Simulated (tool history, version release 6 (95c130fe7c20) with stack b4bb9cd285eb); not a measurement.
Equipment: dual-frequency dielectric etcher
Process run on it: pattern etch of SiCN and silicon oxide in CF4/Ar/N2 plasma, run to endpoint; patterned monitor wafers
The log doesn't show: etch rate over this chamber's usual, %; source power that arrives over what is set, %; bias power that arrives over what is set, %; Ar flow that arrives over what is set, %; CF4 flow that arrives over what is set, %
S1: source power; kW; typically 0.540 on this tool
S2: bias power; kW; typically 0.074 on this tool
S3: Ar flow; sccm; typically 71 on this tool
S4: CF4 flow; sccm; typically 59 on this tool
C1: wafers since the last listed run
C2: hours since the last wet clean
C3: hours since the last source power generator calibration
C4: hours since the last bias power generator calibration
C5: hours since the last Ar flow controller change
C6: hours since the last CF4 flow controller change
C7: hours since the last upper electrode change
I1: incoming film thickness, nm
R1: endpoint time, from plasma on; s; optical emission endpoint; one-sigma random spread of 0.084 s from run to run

run 1 hour=0.0 | S1=0.540 S2=0.074 S3=71 S4=48 | C1=0 C2=5.4 C3=2793.3 C4=4186.5 C5=25.8 C6=5368.1 C7=25.4 | I1=12.36 | R1=11.3
run 2 hour=9.7 | S1=0.540 S2=0.074 S3=71 S4=48 | C1=166 C2=15.1 C3=2803.0 C4=4196.2 C5=35.5 C6=5377.8 C7=35.1 | I1=12.21 | R1=11.1
run 3 hour=24.7 | S1=0.540 S2=0.074 S3=71 S4=48 | C1=256 C2=30.1 C3=2818.0 C4=4211.2 C5=50.5 C6=5392.8 C7=50.1 | I1=12.20 | R1=11.2
-- hour=36.3 source power generator calibrated
-- hour=36.6 CF4 flow controller replaced
run 4 hour=37.1 | S1=0.540 S2=0.074 S3=71 S4=53 | C1=140 C2=42.5 C3=0.8 C4=4223.6 C5=62.9 C6=0.5 C7=62.5 | I1=12.08 | R1=10.8
run 5 hour=42.1 | S1=0.540 S2=0.074 S3=71 S4=53 | C1=85 C2=47.5 C3=5.8 C4=4228.6 C5=67.9 C6=5.5 C7=67.5 | I1=12.38 | R1=11.1
run 6 hour=57.4 | S1=0.540 S2=0.060 S3=64 S4=71 | C1=261 C2=62.8 C3=21.1 C4=4243.9 C5=83.2 C6=20.8 C7=82.8 | I1=12.22 | R1=11.1
run 7 hour=74.6 | S1=0.450 S2=0.074 S3=71 S4=59 | C1=294 C2=80.0 C3=38.3 C4=4261.1 C5=100.4 C6=38.0 C7=100.0 | I1=12.20 | R1=12.7
run 8 hour=89.9 | S1=0.590 S2=0.062 S3=71 S4=59 | C1=261 C2=95.3 C3=53.6 C4=4276.4 C5=115.7 C6=53.3 C7=115.3 | I1=12.14 | R1=10.4
run 9 hour=100.0 | S1=0.440 S2=0.074 S3=76 S4=59 | C1=172 C2=105.4 C3=63.7 C4=4286.5 C5=125.8 C6=63.4 C7=125.4 | I1=12.28 | R1=13.1
run 10 hour=111.7 | S1=0.670 S2=0.081 S3=71 S4=59 | C1=200 C2=117.1 C3=75.4 C4=4298.2 C5=137.5 C6=75.1 C7=137.1 | I1=12.27 | R1=9.1
-- hour=127.4 bias power generator calibrated
run 11 hour=127.9 | S1=0.540 S2=0.074 S3=71 S4=59 | C1=208 C2=133.3 C3=91.6 C4=0.5 C5=153.7 C6=91.3 C7=153.3 | I1=12.16 | R1=11.0
run 12 hour=130.7 | S1=0.540 S2=0.089 S3=86 S4=71 | C1=47 C2=136.1 C3=94.4 C4=3.3 C5=156.5 C6=94.1 C7=156.1 | I1=12.09 | R1=10.3
run 13 hour=141.5 | S1=0.670 S2=0.074 S3=71 S4=63 | C1=184 C2=146.9 C3=105.2 C4=14.1 C5=167.3 C6=104.9 C7=166.9 | I1=12.08 | R1=8.9
run 14 hour=148.1 | S1=0.540 S2=0.081 S3=71 S4=59 | C1=112 C2=153.5 C3=111.8 C4=20.7 C5=173.9 C6=111.5 C7=173.5 | I1=12.19 | R1=10.7
run 15 hour=160.9 | S1=0.590 S2=0.074 S3=85 S4=59 | C1=219 C2=166.3 C3=124.6 C4=33.5 C5=186.7 C6=124.3 C7=186.3 | I1=12.20 | R1=10.2
run 16 hour=175.1 | S1=0.540 S2=0.074 S3=71 S4=59 | C1=243 C2=180.5 C3=138.8 C4=47.7 C5=200.9 C6=138.5 C7=200.5 | I1=12.35 | R1=11.0
run 17 hour=188.0 | S1=0.540 S2=0.074 S3=82 S4=66 | C1=220 C2=193.4 C3=151.7 C4=60.6 C5=213.8 C6=151.4 C7=213.4 | I1=12.26 | R1=11.0
run 18 hour=204.6 | S1=0.440 S2=0.083 S3=60 S4=59 | C1=284 C2=210.0 C3=168.3 C4=77.2 C5=230.4 C6=168.0 C7=230.0 | I1=12.21 | R1=12.4
run 19 hour=216.6 | S1=0.600 S2=0.074 S3=60 S4=59 | C1=205 C2=222.0 C3=180.3 C4=89.2 C5=242.4 C6=180.0 C7=242.0 | I1=12.24 | R1=9.9
run 20 hour=224.6 | S1=0.610 S2=0.059 S3=84 S4=59 | C1=136 C2=230.0 C3=188.3 C4=97.2 C5=250.4 C6=188.0 C7=250.0 | I1=12.23 | R1=10.4
run 21 hour=237.7 | S1=0.440 S2=0.083 S3=60 S4=59 | C1=224 C2=243.1 C3=201.4 C4=110.3 C5=263.5 C6=201.1 C7=263.1 | I1=12.13 | R1=12.3
run 22 hour=250.5 | S1=0.540 S2=0.083 S3=71 S4=53 | C1=219 C2=255.9 C3=214.2 C4=123.1 C5=276.3 C6=213.9 C7=275.9 | I1=12.26 | R1=10.8
run 23 hour=265.8 | S1=0.540 S2=0.074 S3=71 S4=59 | C1=261 C2=271.2 C3=229.5 C4=138.4 C5=291.6 C6=229.2 C7=291.2 | I1=12.15 | R1=10.8
run 24 hour=281.6 | S1=0.660 S2=0.074 S3=71 S4=59 | C1=270 C2=287.0 C3=245.3 C4=154.2 C5=307.4 C6=245.0 C7=307.0 | I1=12.16 | R1=9.1

Entry by entry between the runs, the difference in hidden state between the last listed run before and the first listed run after:
Run 3 -> run 4: source power generator calibrated (hour 36.3); CF4 flow controller replaced (hour 36.6)
  nothing in the hidden state changes from one run to the other
Run 10 -> run 11: bias power generator calibrated (hour 127.4)
  nothing in the hidden state changes from one run to the other
